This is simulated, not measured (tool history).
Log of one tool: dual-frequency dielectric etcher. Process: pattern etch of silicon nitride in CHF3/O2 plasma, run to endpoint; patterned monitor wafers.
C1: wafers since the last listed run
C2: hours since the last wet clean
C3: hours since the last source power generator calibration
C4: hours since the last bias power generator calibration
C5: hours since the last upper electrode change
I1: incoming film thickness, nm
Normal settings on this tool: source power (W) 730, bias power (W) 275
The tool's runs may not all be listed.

{"run": 1, "hour": 0.0, "source power (W)": 730, "bias power (W)": 275, "C1": 0, "C2": 7.8, "C3": 4601.9, "C4": 1407.6, "C5": 2598.8, "I1": 111.2, "endpoint time (s)": 55.9}
{"run": 2, "hour": 35.8, "source power (W)": 730, "bias power (W)": 275, "C1": 483, "C2": 43.6, "C3": 4637.7, "C4": 1443.4, "C5": 2634.6, "I1": 110.4, "endpoint time (s)": 55.7}
{"run": 3, "hour": 49.2, "source power (W)": 610, "bias power (W)": 275, "C1": 180, "C2": 57.0, "C3": 4651.1, "C4": 1456.8, "C5": 2648.0, "I1": 110.7, "endpoint time (s)": 62.3}
{"run": 4, "hour": 67.4, "source power (W)": 610, "bias power (W)": 275, "C1": 245, "C2": 75.2, "C3": 4669.3, "C4": 1475.0, "C5": 2666.2, "I1": 110.4, "endpoint time (s)": 62.3}
{"run": 5, "hour": 90.5, "source power (W)": 730, "bias power (W)": 275, "C1": 311, "C2": 98.3, "C3": 4692.4, "C4": 1498.1, "C5": 2689.3, "I1": 109.8, "endpoint time (s)": 55.1}
{"run": 6, "hour": 118.5, "source power (W)": 800, "bias power (W)": 309, "C1": 377, "C2": 126.3, "C3": 4720.4, "C4": 1526.1, "C5": 2717.3, "I1": 110.5, "endpoint time (s)": 51.1}
{"run": 7, "hour": 150.0, "source power (W)": 790, "bias power (W)": 275, "C1": 425, "C2": 157.8, "C3": 4751.9, "C4": 1557.6, "C5": 2748.8, "I1": 110.8, "endpoint time (s)": 53.0}
{"run": 8, "hour": 173.0, "source power (W)": 790, "bias power (W)": 275, "C1": 310, "C2": 180.8, "C3": 4774.9, "C4": 1580.6, "C5": 2771.8, "I1": 110.1, "endpoint time (s)": 52.4}
{"run": 9, "hour": 207.4, "source power (W)": 730, "bias power (W)": 275, "C1": 464, "C2": 215.2, "C3": 4809.3, "C4": 1615.0, "C5": 2806.2, "I1": 110.7, "endpoint time (s)": 55.6}
{"run": 10, "hour": 231.9, "source power (W)": 730, "bias power (W)": 275, "C1": 330, "C2": 239.7, "C3": 4833.8, "C4": 1639.5, "C5": 2830.7, "I1": 110.6, "endpoint time (s)": 55.3}
{"run": 11, "hour": 263.8, "source power (W)": 730, "bias power (W)": 275, "C1": 430, "C2": 271.6, "C3": 4865.7, "C4": 1671.4, "C5": 2862.6, "I1": 109.9, "endpoint time (s)": 55.0}
{"run": 12, "hour": 276.6, "source power (W)": 640, "bias power (W)": 275, "C1": 172, "C2": 284.4, "C3": 4878.5, "C4": 1684.2, "C5": 2875.4, "I1": 110.0, "endpoint time (s)": 59.7}
{"run": 13, "hour": 292.0, "source power (W)": 640, "bias power (W)": 275, "C1": 207, "C2": 299.8, "C3": 4893.9, "C4": 1699.6, "C5": 2890.8, "I1": 110.2, "endpoint time (s)": 59.5}
{"run": 14, "hour": 308.0, "source power (W)": 730, "bias power (W)": 275, "C1": 215, "C2": 315.8, "C3": 4909.9, "C4": 1715.6, "C5": 2906.8, "I1": 111.3, "endpoint time (s)": 55.8}
{"run": 15, "hour": 325.9, "source power (W)": 880, "bias power (W)": 247, "C1": 241, "C2": 333.7, "C3": 4927.8, "C4": 1733.5, "C5": 2924.7, "I1": 110.3, "endpoint time (s)": 50.7}
{"run": 16, "hour": 361.6, "source power (W)": 670, "bias power (W)": 251, "C1": 481, "C2": 369.4, "C3": 4963.5, "C4": 1769.2, "C5": 2960.4, "I1": 109.8, "endpoint time (s)": 59.0}
{"hour": 400.0, "done": "wet clean of the chamber"}
{"run": 17, "hour": 400.5, "source power (W)": 730, "bias power (W)": 275, "C1": 201, "C2": 0.5, "C3": 5002.4, "C4": 1808.1, "C5": 2999.3, "I1": 110.9, "endpoint time (s)": 55.9}
{"run": 18, "hour": 419.4, "source power (W)": 640, "bias power (W)": 317, "C1": 255, "C2": 19.4, "C3": 5021.3, "C4": 1827.0, "C5": 3018.2, "I1": 108.4, "endpoint time (s)": 57.3}
{"run": 19, "hour": 453.1, "source power (W)": 730, "bias power (W)": 275, "C1": 454, "C2": 53.1, "C3": 5055.0, "C4": 1860.7, "C5": 3051.9, "I1": 109.4, "endpoint time (s)": 55.4}
{"run": 20, "hour": 474.9, "source power (W)": 730, "bias power (W)": 275, "C1": 294, "C2": 74.9, "C3": 5076.8, "C4": 1882.5, "C5": 3073.7, "I1": 110.6, "endpoint time (s)": 55.7}
{"hour": 517.4, "done": "bias power generator calibrated"}
{"hour": 519.4, "done": "source power generator calibrated"}
{"hour": 520.0, "done": "upper electrode replaced"}
{"run": 21, "hour": 520.5, "source power (W)": 730, "bias power (W)": 226, "C1": 526, "C2": 120.5, "C3": 1.1, "C4": 3.1, "C5": 0.5, "I1": 109.3, "endpoint time (s)": 57.8}

Predict the results of run 22:
{"run": 22, "hour": 526.2, "source power (W)": 620, "bias power (W)": 275, "C1": 76, "C2": 126.2, "C3": 6.8, "C4": 8.8, "C5": 6.2, "I1": 110.8, "endpoint time (s)": "?"}

Run 22 measured endpoint time (s) 61.8.
The same run, on a tool lacking any hidden state, would have yielded endpoint time (s) 62.0.

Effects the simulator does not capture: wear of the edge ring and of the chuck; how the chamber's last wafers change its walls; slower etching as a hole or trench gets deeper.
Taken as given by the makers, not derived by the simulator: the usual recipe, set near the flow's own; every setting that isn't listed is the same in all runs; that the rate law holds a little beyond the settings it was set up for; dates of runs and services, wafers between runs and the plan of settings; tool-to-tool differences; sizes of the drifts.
